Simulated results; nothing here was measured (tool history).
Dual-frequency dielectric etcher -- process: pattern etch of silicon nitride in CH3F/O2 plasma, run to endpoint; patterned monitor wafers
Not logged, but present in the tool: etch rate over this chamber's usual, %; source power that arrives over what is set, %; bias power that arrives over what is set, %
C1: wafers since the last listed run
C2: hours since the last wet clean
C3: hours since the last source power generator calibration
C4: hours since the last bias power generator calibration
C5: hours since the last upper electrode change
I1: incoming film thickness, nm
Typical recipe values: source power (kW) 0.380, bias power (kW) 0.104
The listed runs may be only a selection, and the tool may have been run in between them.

{"run": 1, "hour": 0.0, "source power (kW)": 0.38, "bias power (kW)": 0.104, "C1": 0, "C2": 293.3, "C3": 3520.5, "C4": 3177.7, "C5": 3811.1, "I1": 106.1, "endpoint time (s)": 111.6}
{"run": 2, "hour": 29.5, "source power (kW)": 0.38, "bias power (kW)": 0.104, "C1": 277, "C2": 322.8, "C3": 3550.0, "C4": 3207.2, "C5": 3840.6, "I1": 106.4, "endpoint time (s)": 114.3}
{"hour": 114.9, "done": "wet clean of the chamber"}
{"run": 3, "hour": 115.4, "source power (kW)": 0.38, "bias power (kW)": 0.104, "C1": 582, "C2": 0.5, "C3": 3635.9, "C4": 3293.1, "C5": 3926.5, "I1": 105.2, "endpoint time (s)": 112.5}
{"run": 4, "hour": 117.9, "source power (kW)": 0.38, "bias power (kW)": 0.104, "C1": 23, "C2": 3.0, "C3": 3638.4, "C4": 3295.6, "C5": 3929.0, "I1": 106.2, "endpoint time (s)": 113.0}
{"run": 5, "hour": 153.4, "source power (kW)": 0.38, "bias power (kW)": 0.104, "C1": 334, "C2": 38.5, "C3": 3673.9, "C4": 3331.1, "C5": 3964.5, "I1": 106.2, "endpoint time (s)": 114.8}
{"run": 6, "hour": 182.1, "source power (kW)": 0.33, "bias power (kW)": 0.114, "C1": 270, "C2": 67.2, "C3": 3702.6, "C4": 3359.8, "C5": 3993.2, "I1": 105.8, "endpoint time (s)": 119.0}
{"run": 7, "hour": 211.7, "source power (kW)": 0.33, "bias power (kW)": 0.114, "C1": 278, "C2": 96.8, "C3": 3732.2, "C4": 3389.4, "C5": 4022.8, "I1": 106.0, "endpoint time (s)": 119.6}
{"run": 8, "hour": 246.0, "source power (kW)": 0.34, "bias power (kW)": 0.104, "C1": 322, "C2": 131.1, "C3": 3766.5, "C4": 3423.7, "C5": 4057.1, "I1": 104.9, "endpoint time (s)": 119.5}
{"run": 9, "hour": 279.9, "source power (kW)": 0.41, "bias power (kW)": 0.104, "C1": 319, "C2": 165.0, "C3": 3800.4, "C4": 3457.6, "C5": 4091.0, "I1": 105.4, "endpoint time (s)": 108.2}
{"run": 10, "hour": 297.1, "source power (kW)": 0.41, "bias power (kW)": 0.104, "C1": 161, "C2": 182.2, "C3": 3817.6, "C4": 3474.8, "C5": 4108.2, "I1": 105.1, "endpoint time (s)": 106.3}
{"run": 11, "hour": 326.1, "source power (kW)": 0.38, "bias power (kW)": 0.104, "C1": 273, "C2": 211.2, "C3": 3846.6, "C4": 3503.8, "C5": 4137.2, "I1": 105.3, "endpoint time (s)": 113.5}
{"run": 12, "hour": 355.4, "source power (kW)": 0.38, "bias power (kW)": 0.104, "C1": 275, "C2": 240.5, "C3": 3875.9, "C4": 3533.1, "C5": 4166.5, "I1": 105.2, "endpoint time (s)": 111.0}
{"run": 13, "hour": 386.8, "source power (kW)": 0.38, "bias power (kW)": 0.104, "C1": 295, "C2": 271.9, "C3": 3907.3, "C4": 3564.5, "C5": 4197.9, "I1": 104.9, "endpoint time (s)": 111.7}
{"run": 14, "hour": 417.6, "source power (kW)": 0.38, "bias power (kW)": 0.115, "C1": 290, "C2": 302.7, "C3": 3938.1, "C4": 3595.3, "C5": 4228.7, "I1": 105.5, "endpoint time (s)": 108.7}
{"run": 15, "hour": 435.9, "source power (kW)": 0.38, "bias power (kW)": 0.115, "C1": 172, "C2": 321.0, "C3": 3956.4, "C4": 3613.6, "C5": 4247.0, "I1": 106.3, "endpoint time (s)": 110.8}
{"hour": 446.0, "done": "bias power generator calibrated"}
{"hour": 472.1, "done": "wet clean of the chamber"}
{"run": 16, "hour": 472.6, "source power (kW)": 0.48, "bias power (kW)": 0.129, "C1": 81, "C2": 0.5, "C3": 3993.1, "C4": 26.6, "C5": 4283.7, "I1": 105.3, "endpoint time (s)": 92.9}
{"hour": 506.2, "done": "upper electrode replaced"}
{"run": 17, "hour": 506.7, "source power (kW)": 0.47, "bias power (kW)": 0.104, "C1": 95, "C2": 34.6, "C3": 4027.2, "C4": 60.7, "C5": 0.5, "I1": 105.7, "endpoint time (s)": 100.4}
{"run": 18, "hour": 513.6, "source power (kW)": 0.31, "bias power (kW)": 0.104, "C1": 64, "C2": 41.5, "C3": 4034.1, "C4": 67.6, "C5": 7.4, "I1": 104.2, "endpoint time (s)": 126.8}
{"run": 19, "hour": 525.9, "source power (kW)": 0.38, "bias power (kW)": 0.092, "C1": 115, "C2": 53.8, "C3": 4046.4, "C4": 79.9, "C5": 19.7, "I1": 105.9, "endpoint time (s)": 116.2}
{"run": 20, "hour": 557.4, "source power (kW)": 0.34, "bias power (kW)": 0.104, "C1": 296, "C2": 85.3, "C3": 4077.9, "C4": 111.4, "C5": 51.2, "I1": 105.6, "endpoint time (s)": 119.9}
{"run": 21, "hour": 577.4, "source power (kW)": 0.38, "bias power (kW)": 0.104, "C1": 188, "C2": 105.3, "C3": 4097.9, "C4": 131.4, "C5": 71.2, "I1": 104.4, "endpoint time (s)": 111.8}
{"run": 22, "hour": 599.6, "source power (kW)": 0.46, "bias power (kW)": 0.121, "C1": 209, "C2": 127.5, "C3": 4120.1, "C4": 153.6, "C5": 93.4, "I1": 106.3, "endpoint time (s)": 98.7}
{"run": 23, "hour": 625.9, "source power (kW)": 0.38, "bias power (kW)": 0.104, "C1": 247, "C2": 153.8, "C3": 4146.4, "C4": 179.9, "C5": 119.7, "I1": 106.6, "endpoint time (s)": 114.3}
{"hour": 652.8, "done": "source power generator calibrated"}
{"run": 24, "hour": 658.1, "source power (kW)": 0.31, "bias power (kW)": 0.126, "C1": 265, "C2": 186.0, "C3": 5.3, "C4": 212.1, "C5": 151.9, "I1": 105.1, "endpoint time (s)": 119.4}
{"run": 25, "hour": 676.9, "source power (kW)": 0.48, "bias power (kW)": 0.125, "C1": 177, "C2": 204.8, "C3": 24.1, "C4": 230.9, "C5": 170.7, "I1": 106.6, "endpoint time (s)": 94.9}
{"run": 26, "hour": 732.3, "source power (kW)": 0.48, "bias power (kW)": 0.089, "C1": 521, "C2": 260.2, "C3": 79.5, "C4": 286.3, "C5": 226.1, "I1": 105.0, "endpoint time (s)": 102.8}
{"run": 27, "hour": 766.3, "source power (kW)": 0.29, "bias power (kW)": 0.093, "C1": 320, "C2": 294.2, "C3": 113.5, "C4": 320.3, "C5": 260.1, "I1": 104.2, "endpoint time (s)": 135.0}
{"run": 28, "hour": 782.3, "source power (kW)": 0.38, "bias power (kW)": 0.104, "C1": 150, "C2": 310.2, "C3": 129.5, "C4": 336.3, "C5": 276.1, "I1": 105.5, "endpoint time (s)": 113.8}
{"run": 29, "hour": 802.8, "source power (kW)": 0.38, "bias power (kW)": 0.083, "C1": 193, "C2": 330.7, "C3": 150.0, "C4": 356.8, "C5": 296.6, "I1": 105.3, "endpoint time (s)": 118.6}
{"run": 30, "hour": 821.0, "source power (kW)": 0.32, "bias power (kW)": 0.104, "C1": 171, "C2": 348.9, "C3": 168.2, "C4": 375.0, "C5": 314.8, "I1": 105.0, "endpoint time (s)": 124.5}

Below are 3 alternative next runs, each starting from the tool's condition after run 30. Predict each:
{"run": "A", "hour": 821.5, "source power (kW)": 0.38, "bias power (kW)": 0.104, "C1": 4, "C2": 349.4, "C3": 168.7, "C4": 375.5, "C5": 315.3, "I1": 104.6, "endpoint time (s)": "?"}
{"run": "B", "hour": 821.5, "source power (kW)": 0.41, "bias power (kW)": 0.089, "C1": 4, "C2": 349.4, "C3": 168.7, "C4": 375.5, "C5": 315.3, "I1": 104.6, "endpoint time (s)": "?"}
{"run": "C", "hour": 821.5, "source power (kW)": 0.44, "bias power (kW)": 0.104, "C1": 4, "C2": 349.4, "C3": 168.7, "C4": 375.5, "C5": 315.3, "I1": 104.6, "endpoint time (s)": "?"}

run=A endpoint_time_(s)=110.2
run=B endpoint_time_(s)=110.2
run=C endpoint_time_(s)=101.6
With the hidden condition removed and each run's random variation left untouched, the same runs would have given:
run=A endpoint_time_(s)=110.2
run=B endpoint_time_(s)=110.2
run=C endpoint_time_(s)=101.6

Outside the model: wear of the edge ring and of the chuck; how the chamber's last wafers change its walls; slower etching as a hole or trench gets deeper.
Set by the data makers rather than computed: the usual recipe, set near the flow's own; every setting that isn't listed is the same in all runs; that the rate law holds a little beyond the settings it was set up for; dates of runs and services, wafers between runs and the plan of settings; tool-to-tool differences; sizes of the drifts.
